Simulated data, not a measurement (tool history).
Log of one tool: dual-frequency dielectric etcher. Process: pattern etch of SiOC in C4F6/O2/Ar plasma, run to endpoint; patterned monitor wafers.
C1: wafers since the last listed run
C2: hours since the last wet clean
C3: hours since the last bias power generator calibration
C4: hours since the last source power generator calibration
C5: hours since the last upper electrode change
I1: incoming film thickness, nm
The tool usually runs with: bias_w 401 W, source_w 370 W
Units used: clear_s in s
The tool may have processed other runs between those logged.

Run 1, hour 0.0: usual settings; C1 0; C2 273.2; C3 4051.4; C4 1571.2; C5 2024.8; I1 36.20. Result: clear_s 13.7 s.
Run 2, hour 88.0: usual settings; C1 1995; C2 361.2; C3 4139.4; C4 1659.2; C5 2112.8; I1 36.48. Result: clear_s 13.8 s.
At hour 113.2: wet clean of the chamber.
Run 3, hour 140.7: usual settings but bias_w 349 W, source_w 400 W; C1 650; C2 27.5; C3 4192.1; C4 1711.9; C5 2165.5; I1 36.45. Result: clear_s 14.4 s.
Run 4, hour 218.2: usual settings but bias_w 439 W; C1 1757; C2 105.0; C3 4269.6; C4 1789.4; C5 2243.0; I1 36.21. Result: clear_s 12.8 s.
Run 5, hour 267.2: usual settings but bias_w 353 W; C1 1111; C2 154.0; C3 4318.6; C4 1838.4; C5 2292.0; I1 36.54. Result: clear_s 14.8 s.
Run 6, hour 350.3: usual settings but bias_w 353 W; C1 1884; C2 237.1; C3 4401.7; C4 1921.5; C5 2375.1; I1 36.34. Result: clear_s 14.8 s.
Run 7, hour 520.8: usual settings but bias_w 429 W; C1 3866; C2 407.6; C3 4572.2; C4 2092.0; C5 2545.6; I1 36.75. Result: clear_s 13.5 s.
At hour 570.7: wet clean of the chamber.
Run 8, hour 627.0: usual settings but bias_w 429 W; C1 1864; C2 56.3; C3 4678.4; C4 2198.2; C5 2651.8; I1 36.51. Result: clear_s 13.7 s.
At hour 701.5: source power generator calibrated.
Run 9, hour 711.6: usual settings but bias_w 429 W; C1 1827; C2 140.9; C3 4763.0; C4 10.1; C5 2736.4; I1 36.35. Result: clear_s 13.7 s.
Run 10, hour 788.2: usual settings; C1 1737; C2 217.5; C3 4839.6; C4 86.7; C5 2813.0; I1 36.69. Result: clear_s 14.5 s.
Run 11, hour 851.5: usual settings; C1 1435; C2 280.8; C3 4902.9; C4 150.0; C5 2876.3; I1 36.51. Result: clear_s 14.6 s.
Run 12, hour 899.3: usual settings; C1 1084; C2 328.6; C3 4950.7; C4 197.8; C5 2924.1; I1 36.87. Result: clear_s 14.6 s.
Run 13, hour 951.1: usual settings; C1 1174; C2 380.4; C3 5002.5; C4 249.6; C5 2975.9; I1 36.57. Result: clear_s 14.6 s.
At hour 975.5: wet clean of the chamber, repeated, since the last time left the tool worse.
At hour 1006.1: bias power generator calibrated.
Run 14, hour 1054.2: usual settings but bias_w 321 W, source_w 330 W; C1 1703; C2 78.7; C3 48.1; C4 352.7; C5 3079.0; I1 36.64. Result: clear_s 16.3 s.
Run 15, hour 1117.4: usual settings but bias_w 464 W, source_w 330 W; C1 1433; C2 141.9; C3 111.3; C4 415.9; C5 3142.2; I1 36.40. Result: clear_s 13.1 s.
Run 16, hour 1185.7: usual settings; C1 1548; C2 210.2; C3 179.6; C4 484.2; C5 3210.5; I1 36.79. Result: clear_s 13.7 s.
Run 17, hour 1233.5: usual settings but bias_w 353 W; C1 1084; C2 258.0; C3 227.4; C4 532.0; C5 3258.3; I1 36.49. Result: clear_s 14.8 s.
At hour 1277.5: upper electrode replaced.
Run 18, hour 1327.9: usual settings; C1 1596; C2 352.4; C3 321.8; C4 626.4; C5 50.4; I1 36.45. Result: clear_s 13.8 s.
At hour 1413.0: wet clean of the chamber.
Run 19, hour 1413.5: usual settings but bias_w 443 W, source_w 310 W; C1 1396; C2 0.5; C3 407.4; C4 712.0; C5 136.0; I1 36.63. Result: clear_s 13.8 s.
Run 20, hour 1499.4: usual settings but bias_w 491 W, source_w 390 W; C1 1948; C2 86.4; C3 493.3; C4 797.9; C5 221.9; I1 36.34. Result: clear_s 11.9 s.
Run 21, hour 1595.3: usual settings; C1 2174; C2 182.3; C3 589.2; C4 893.8; C5 317.8; I1 36.54. Result: clear_s 13.8 s.
Run 22, hour 1702.9: usual settings but bias_w 427 W, source_w 450 W; C1 2440; C2 289.9; C3 696.8; C4 1001.4; C5 425.4; I1 36.40. Result: clear_s 12.2 s.
Run 23, hour 1743.7: usual settings but bias_w 323 W, source_w 330 W; C1 925; C2 330.7; C3 737.6; C4 1042.2; C5 466.2; I1 36.49. Result: clear_s 16.3 s.
At hour 1863.4: wet clean of the chamber.
Run 24, hour 1863.9: usual settings but bias_w 356 W, source_w 320 W; C1 2181; C2 0.5; C3 857.8; C4 1162.4; C5 586.4; I1 37.14. Result: clear_s 15.6 s.
Run 25, hour 2030.7: usual settings but bias_w 452 W, source_w 310 W; C1 3782; C2 167.3; C3 1024.6; C4 1329.2; C5 753.2; I1 36.48. Result: clear_s 13.7 s.
Run 26, hour 2123.2: usual settings; C1 2097; C2 259.8; C3 1117.1; C4 1421.7; C5 845.7; I1 36.58. Result: clear_s 13.7 s.
Run 27, hour 2171.8: usual settings but bias_w 501 W; C1 1102; C2 308.4; C3 1165.7; C4 1470.3; C5 894.3; I1 36.40. Result: clear_s 12.2 s.
Run 28, hour 2252.7: usual settings but bias_w 497 W; C1 1834; C2 389.3; C3 1246.6; C4 1551.2; C5 975.2; I1 36.53. Result: clear_s 12.3 s.

Hidden state, per run?
bias power that arrives over what is set, %: 0 across all the runs
source power that arrives over what is set, %: 0 across all the runs
H1: etch rate over this chamber's usual, %
run      H1
  1   -1.45
  2   -1.92
  3  -0.303
  4  -0.721
  5  -0.985
  6   -1.43
  7   -2.35
  8   -5.04
  9   -5.49
 10    -5.9
 11   -6.24
 12    -6.5
 13   -6.78
 14  -0.289
 15   -0.63
 16  -0.998
 17   -1.26
 18   -1.76
 19   -0.13
 20  -0.593
 21   -1.11
 22   -1.69
 23   -1.91
 24   0.138
 25  -0.761
 26   -1.26
 27   -1.52
 28   -1.96
